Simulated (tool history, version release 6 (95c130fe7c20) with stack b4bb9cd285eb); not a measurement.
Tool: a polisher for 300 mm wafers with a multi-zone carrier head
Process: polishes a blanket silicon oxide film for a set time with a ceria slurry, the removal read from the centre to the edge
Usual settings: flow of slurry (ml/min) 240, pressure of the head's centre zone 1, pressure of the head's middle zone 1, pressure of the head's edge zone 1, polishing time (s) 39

run    hour  flow of slurry (ml/min)  pressure of the head's centre zone  pressure of the head's middle zone  pressure of the head's edge zone  polishing time (s)  incoming thickness of the incoming film, nm  film removed at the wafer's centre (angstrom)  film removed at mid-radius (angstrom)  film removed at the wafer's edge (angstrom)
  1       0                      240                                0.97                                   1                                 1                  39                                       1834.4                                           2304                                   2225                                         2324
       47.4  -- worn pad replaced by a new one
  2    69.3                      240                                   1                                   1                                 1                  30                                       1821.9                                           1851                                   1821                                         1908
  3     106                      240                                   1                                   1                              0.91                  39                                       1871.8                                           2397                                   2367                                         2365
      108.1  -- slurry nozzle cleaned
  4   143.5                      240                                   1                                   1                              0.91                  39                                         1846                                           2357                                   2310                                         2311
  5   211.4                      240                                   1                                   1                                 1                  39                                       1813.8                                           2377                                   2278                                         2378
  6   314.3                      240                                   1                                   1                                 1                  39                                       1869.8                                           2318                                   2253                                         2330
        345  -- worn pad replaced by a new one
      358.8  -- slurry nozzle cleaned
  7   371.5                      240                                   1                                   1                                 1                  39                                       1874.8                                           2374                                   2411                                         2436
  8     413                      240                                   1                                   1                                 1                  39                                       1846.8                                           2379                                   2335                                         2473
      452.7  -- centre zone pressure recalibrated
  9   479.6                      240                                   1                                   1                                 1                  39                                       1884.7                                           2351                                   2304                                         2389
 10     514                      240                                   1                                   1                                 1                  39                                       1852.3                                           2359                                   2322                                         2364
 11     555                      240                                0.95                                 1.1                               1.1                  39                                       1849.2                                           2227                                   2452                                         2418
      611.6  -- worn pad replaced by a new one
      614.3  -- carrier head's membrane replaced by a new one, of another model than before
 12   614.8                      240                                0.95                                 1.1                               1.1                  39                                       1827.9                                           2347                                   2504                                         2690
      621.8  -- slurry nozzle cleaned
 13   664.6                      180                                   1                                   1                                 1                  39                                       1862.6                                           2329                                   2284                                         2360
 14     712                      240                                   1                                   1                                 1                  39                                         1861                                           2437                                   2367                                         2477
 15   771.1                      280                                0.95                                1.11                                 1                  44                                       1841.2                                           2676                                   2762                                         2747
      861.2  -- worn pad replaced by a new one
      896.6  -- slurry nozzle cleaned
      952.3  -- edge zone pressure recalibrated
 16   970.9                      240                                   1                                0.89                                 1                  39                                       1859.9                                           2382                                   2230                                         2394
 17   997.1                      240                                   1                                   1                              0.91                  39                                         1888                                           2343                                   2313                                         2204
 18  1030.9                      300                                0.96                                   1                                 1                  39                                       1855.1                                           2370                                   2354                                         2428
 19  1084.4                      290                                1.05                                   1                              0.95                  51                                       1831.8                                           3183                                   3080                                         2988
 20  1119.8                      240                                0.91                                   1                                 1                  39                                       1861.4                                           2216                                   2262                                         2343
     1129.6  -- worn pad replaced by a new one
     1152.5  -- slurry nozzle cleaned
 21    1172                      240                                   1                                   1                                 1                  39                                       1854.7                                           2466                                   2353                                         2394
 22  1197.3                      190                                1.04                                1.08                                 1                  30                                       1845.5                                           1837                                   1811                                         1804
 23  1253.9                      240                                   1                                   1                                 1                  39                                       1874.6                                           2413                                   2335                                         2400

Forecast each of these 3 alternatives for the next run:
  A  1254.3                      240                                1.06                                   1                                 1                  39                                       1877.6                                              ?                                      ?                                            ?
  B  1254.3                      240                                   1                                1.09                              0.97                  39                                       1877.6                                              ?                                      ?                                            ?
  C  1254.3                      240                                   1                                0.93                              1.08                  28                                       1877.6                                              ?                                      ?                                            ?

run  film removed at the wafer's centre (angstrom)  film removed at mid-radius (angstrom)  film removed at the wafer's edge (angstrom)
  A                                           2458                                   2310                                         2394
  B                                           2373                                   2402                                         2342
  C                                           1702                                   1608                                         1815
Without the tool's hidden state the same runs would have given:
run  film removed at the wafer's centre (angstrom)  film removed at mid-radius (angstrom)  film removed at the wafer's edge (angstrom)
  A                                           2541                                   2387                                         2474
  B                                           2452                                   2482                                         2420
  C                                           1759                                   1661                                         1876

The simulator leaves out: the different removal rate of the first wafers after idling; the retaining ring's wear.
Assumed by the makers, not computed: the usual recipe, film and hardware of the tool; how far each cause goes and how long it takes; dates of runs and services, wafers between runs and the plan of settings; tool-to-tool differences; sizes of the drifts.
